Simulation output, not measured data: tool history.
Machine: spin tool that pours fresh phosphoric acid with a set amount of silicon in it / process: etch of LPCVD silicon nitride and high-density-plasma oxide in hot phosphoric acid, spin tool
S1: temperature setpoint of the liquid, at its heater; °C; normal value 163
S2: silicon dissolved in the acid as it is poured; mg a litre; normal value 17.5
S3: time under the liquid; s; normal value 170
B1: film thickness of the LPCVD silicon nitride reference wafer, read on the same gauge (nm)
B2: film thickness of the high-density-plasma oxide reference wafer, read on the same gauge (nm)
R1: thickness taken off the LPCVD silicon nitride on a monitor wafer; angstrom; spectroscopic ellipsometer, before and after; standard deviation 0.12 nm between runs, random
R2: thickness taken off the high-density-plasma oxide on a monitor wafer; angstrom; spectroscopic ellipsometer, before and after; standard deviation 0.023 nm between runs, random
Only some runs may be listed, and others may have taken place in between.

run 1 hour=0 | S1=163 S2=17.5 S3=170 | B1=120 B2=70.033 | R1=144.2 R2=4.56
run 2 hour=9.6 | S1=163 S2=24 S3=170 | B1=120.01 B2=70.009 | R1=143.7 R2=3.78
run 3 hour=21.4 | S1=163 S2=17.5 S3=170 | B1=119.99 B2=69.969 | R1=143.3 R2=4.72
run 4 hour=34.2 | S1=163 S2=17.5 S3=90 | B1=120.03 B2=70.035 | R1=76.7 R2=2.43
-- hour=35.7 heated supply line repaired
run 5 hour=50.2 | S1=163 S2=10 S3=95 | B1=120 B2=69.986 | R1=91 R2=4.09
run 6 hour=62.6 | S1=163 S2=17.5 S3=170 | B1=120.02 B2=70.041 | R1=162.4 R2=6.05
run 7 hour=77.6 | S1=163 S2=31 S3=170 | B1=120 B2=70.022 | R1=163.4 R2=3.58
run 8 hour=86.8 | S1=162 S2=8.5 S3=170 | B1=120 B2=70.033 | R1=157.7 R2=7.03
run 9 hour=140.2 | S1=163 S2=17.5 S3=170 | B1=120.01 B2=69.986 | R1=164.9 R2=5.6
run 10 hour=150 | S1=163 S2=17.5 S3=170 | B1=119.99 B2=70.034 | R1=163.6 R2=6.22
run 11 hour=156.2 | S1=163 S2=17.5 S3=170 | B1=120 B2=70.018 | R1=160.6 R2=5.94
run 12 hour=171.4 | S1=160.5 S2=12 S3=205 | B1=120 B2=69.967 | R1=181.4 R2=6.7
run 13 hour=181.5 | S1=163 S2=17.5 S3=170 | B1=119.97 B2=70.024 | R1=160.6 R2=5.85
run 14 hour=192.5 | S1=164.5 S2=30.5 S3=170 | B1=120 B2=69.963 | R1=172.4 R2=4.39
run 15 hour=208.9 | S1=163 S2=17.5 S3=250 | B1=120 B2=69.969 | R1=235.3 R2=9.08
run 16 hour=220.2 | S1=165 S2=12 S3=135 | B1=120 B2=70.001 | R1=134.7 R2=6.07
run 17 hour=230.9 | S1=163 S2=17.5 S3=170 | B1=119.99 B2=69.975 | R1=162 R2=5.98
run 18 hour=246.5 | S1=164.5 S2=24 S3=85 | B1=120.01 B2=69.995 | R1=85.4 R2=2.76
run 19 hour=257.1 | S1=165 S2=9 S3=195 | B1=120 B2=69.971 | R1=198.6 R2=9.44
run 20 hour=273.7 | S1=161.5 S2=28 S3=170 | B1=120 B2=70.003 | R1=154.3 R2=3.82

Forecast each of these 5 alternatives for the next run:
run A hour=274.2 | S1=163 S2=17.5 S3=170 | B1=? B2=? | R1=? R2=?
run B hour=274.2 | S1=163 S2=23 S3=245 | B1=? B2=? | R1=? R2=?
run C hour=274.2 | S1=165 S2=17.5 S3=170 | B1=? B2=? | R1=? R2=?
run D hour=274.2 | S1=166 S2=25 S3=250 | B1=? B2=? | R1=? R2=?
run E hour=274.2 | S1=164 S2=26 S3=170 | B1=? B2=? | R1=? R2=?

run=A B1=120 B2=69.98 R1=162.3 R2=5.82
run=B B1=120 B2=69.98 R1=233.9 R2=7.16
run=C B1=120 B2=69.98 R1=173.4 R2=6.74
run=D B1=120 B2=69.98 R1=263.6 R2=8.53
run=E B1=120 B2=69.98 R1=167.8 R2=4.85
Had the tool no hidden state, the same runs would have come out as:
run=A R1=170.7 R2=6.51
run=B R1=246 R2=8.01
run=C R1=182.3 R2=7.53
run=D R1=277.1 R2=9.52
run=E R1=176.4 R2=5.41

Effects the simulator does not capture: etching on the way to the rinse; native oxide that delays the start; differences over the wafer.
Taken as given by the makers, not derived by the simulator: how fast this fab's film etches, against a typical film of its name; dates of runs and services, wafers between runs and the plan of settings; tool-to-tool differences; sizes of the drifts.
